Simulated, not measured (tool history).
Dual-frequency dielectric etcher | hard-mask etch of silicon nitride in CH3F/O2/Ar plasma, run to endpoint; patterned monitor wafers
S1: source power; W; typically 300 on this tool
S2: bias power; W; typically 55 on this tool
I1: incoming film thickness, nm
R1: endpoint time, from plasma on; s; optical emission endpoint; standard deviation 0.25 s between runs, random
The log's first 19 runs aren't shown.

run,hour,S1,S2,I1,R1
20,444.6,300,66,44.93,75.5
21,464.2,340,50,44.14,81.4
22,493.8,320,55,44.27,79.8
# hour 528.3: wet clean of the chamber
23,528.8,300,55,44.39,83.1
24,533.4,300,63,44.38,77.1
25,558.2,260,64,44.32,81.3
# hour 564.9: source power generator calibrated
26,576.9,320,43,44.65,92.9
27,620.2,370,45,44.72,85.4
28,646.3,300,55,44.30,82.4
29,666.1,220,55,44.40,94.0

Run 30 has not been measured yet. What should we expect?
30,691.0,300,55,44.58,?

Run 30 produced R1 83.3 s.
Without the tool's hidden state the same run would have given R1 83.9 s.
